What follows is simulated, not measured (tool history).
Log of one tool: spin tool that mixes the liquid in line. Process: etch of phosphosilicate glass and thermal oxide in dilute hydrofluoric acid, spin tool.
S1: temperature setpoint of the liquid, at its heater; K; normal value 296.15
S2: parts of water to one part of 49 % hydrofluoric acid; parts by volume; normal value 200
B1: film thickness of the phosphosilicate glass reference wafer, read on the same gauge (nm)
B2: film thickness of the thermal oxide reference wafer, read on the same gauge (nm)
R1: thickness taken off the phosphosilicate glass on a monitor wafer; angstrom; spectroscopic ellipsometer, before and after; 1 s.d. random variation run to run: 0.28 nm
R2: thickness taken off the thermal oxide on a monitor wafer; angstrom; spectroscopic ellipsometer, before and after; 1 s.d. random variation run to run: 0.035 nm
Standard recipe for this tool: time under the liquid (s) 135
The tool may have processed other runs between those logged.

Run 1, hour 0.0: usual settings but S2 275 parts by volume; B1 79.98; B2 99.971. Result: R1 346.3 angstrom, R2 14.68 angstrom.
Run 2, hour 42.9: usual settings but S2 275 parts by volume; B1 80.03; B2 100.024. Result: R1 345.2 angstrom, R2 14.47 angstrom.
Run 3, hour 78.9: usual settings but S2 275 parts by volume; B1 80.00; B2 100.014. Result: R1 345.7 angstrom, R2 14.06 angstrom.
Run 4, hour 125.8: usual settings; B1 79.98; B2 99.998. Result: R1 508.0 angstrom, R2 21.07 angstrom.
Run 5, hour 191.1: usual settings; B1 80.04; B2 100.033. Result: R1 507.5 angstrom, R2 20.90 angstrom.
Run 6, hour 222.9: usual settings but S2 235 parts by volume; B1 79.97; B2 100.021. Result: R1 419.5 angstrom, R2 17.09 angstrom.
Run 7, hour 287.6: usual settings but S2 235 parts by volume; B1 79.95; B2 100.012. Result: R1 450.4 angstrom, R2 18.76 angstrom.
Run 8, hour 336.4: usual settings but S2 235 parts by volume; B1 80.00; B2 100.014. Result: R1 444.2 angstrom, R2 18.66 angstrom.
Run 9, hour 396.4: usual settings; B1 80.02; B2 99.979. Result: R1 544.5 angstrom, R2 22.22 angstrom.
Run 10, hour 590.8: usual settings but time under the liquid (s) 175; B1 79.99; B2 100.009. Result: R1 738.5 angstrom, R2 30.72 angstrom.
Run 11, hour 659.5: usual settings but S2 270 parts by volume; B1 80.07; B2 100.019. Result: R1 393.8 angstrom, R2 16.17 angstrom.
Run 12, hour 698.2: usual settings but S1 300.15 K; B1 80.01; B2 99.979. Result: R1 658.3 angstrom, R2 27.56 angstrom.
Run 13, hour 765.0: usual settings; B1 79.99; B2 100.008. Result: R1 562.3 angstrom, R2 23.62 angstrom.
Run 14, hour 975.1: usual settings but S1 297.65 K; B1 80.00; B2 100.039. Result: R1 595.0 angstrom, R2 24.51 angstrom.
Run 15, hour 1055.1: usual settings but S1 292.65 K, S2 275 parts by volume; B1 80.00; B2 100.018. Result: R1 329.7 angstrom, R2 14.08 angstrom.
Run 16, hour 1116.6: usual settings but S2 105 parts by volume, time under the liquid (s) 190; B1 80.03; B2 99.943. Result: R1 1656.2 angstrom, R2 69.31 angstrom.
Run 17, hour 1149.1: usual settings but S1 291.65 K, S2 280 parts by volume, time under the liquid (s) 65; B1 80.03; B2 99.994. Result: R1 148.2 angstrom, R2 6.34 angstrom.
Run 18, hour 1175.0: usual settings; B1 79.96; B2 99.997. Result: R1 550.2 angstrom, R2 22.21 angstrom.
Run 19, hour 1200.7: usual settings but S2 245 parts by volume, time under the liquid (s) 190; B1 79.96; B2 100.006. Result: R1 600.4 angstrom, R2 25.56 angstrom.
Run 20, hour 1236.9: usual settings but S1 293.65 K, S2 100 parts by volume, time under the liquid (s) 90; B1 79.98; B2 100.000. Result: R1 740.8 angstrom, R2 31.32 angstrom.
Run 21, hour 1295.3: usual settings but S2 115 parts by volume, time under the liquid (s) 205; B1 80.01; B2 100.016. Result: R1 1585.0 angstrom, R2 66.73 angstrom.
Run 22, hour 1353.5: usual settings but time under the liquid (s) 70; B1 79.99; B2 99.996. Result: R1 284.6 angstrom, R2 11.69 angstrom.
Run 23, hour 1396.5: usual settings but S1 293.65 K, S2 260 parts by volume, time under the liquid (s) 205; B1 80.02; B2 99.993. Result: R1 545.6 angstrom, R2 22.44 angstrom.
Run 24, hour 1450.4: usual settings but S2 250 parts by volume, time under the liquid (s) 60; B1 79.98; B2 99.987. Result: R1 182.9 angstrom, R2 7.49 angstrom.
Run 25, hour 1512.2: usual settings; B1 80.01; B2 99.975. Result: R1 539.8 angstrom, R2 21.78 angstrom.

The log once held 3 entries between its listed runs, left out of this copy. Where does each go, and what is different about the tool's unlogged condition between the listed run before it and the listed run after it?
Logged between run 6 and run 7: thermometer replaced (hour 264.2)
  liquid colder than its thermometer reads (K): 2.29 -> 0.078; hydrofluoric acid flow below the setpoint (%): 3.93 -> 4.08
  measured value less the no-hidden-state value, R1: -60.2 -> -25.3 angstrom; R2: -2.46 -> -1.05 angstrom
Logged between run 9 and run 10: hydrofluoric acid flow meter replaced (hour 587.6)
  liquid colder than its thermometer reads (K): 0.159 -> 0.304; hydrofluoric acid flow below the setpoint (%): 4.34 -> 0.231
  measured value less the no-hidden-state value, R1: -33.5 -> -10.4 angstrom; R2: -1.37 -> -0.43 angstrom
Logged between run 12 and run 13: gauge calibrated (hour 763.4)
  liquid colder than its thermometer reads (K): 0.384 -> 0.434; hydrofluoric acid flow below the setpoint (%): 0.483 -> 0.64
  measured value less the no-hidden-state value, R1: -13.0 -> -13.6 angstrom; R2: -0.54 -> -0.57 angstrom
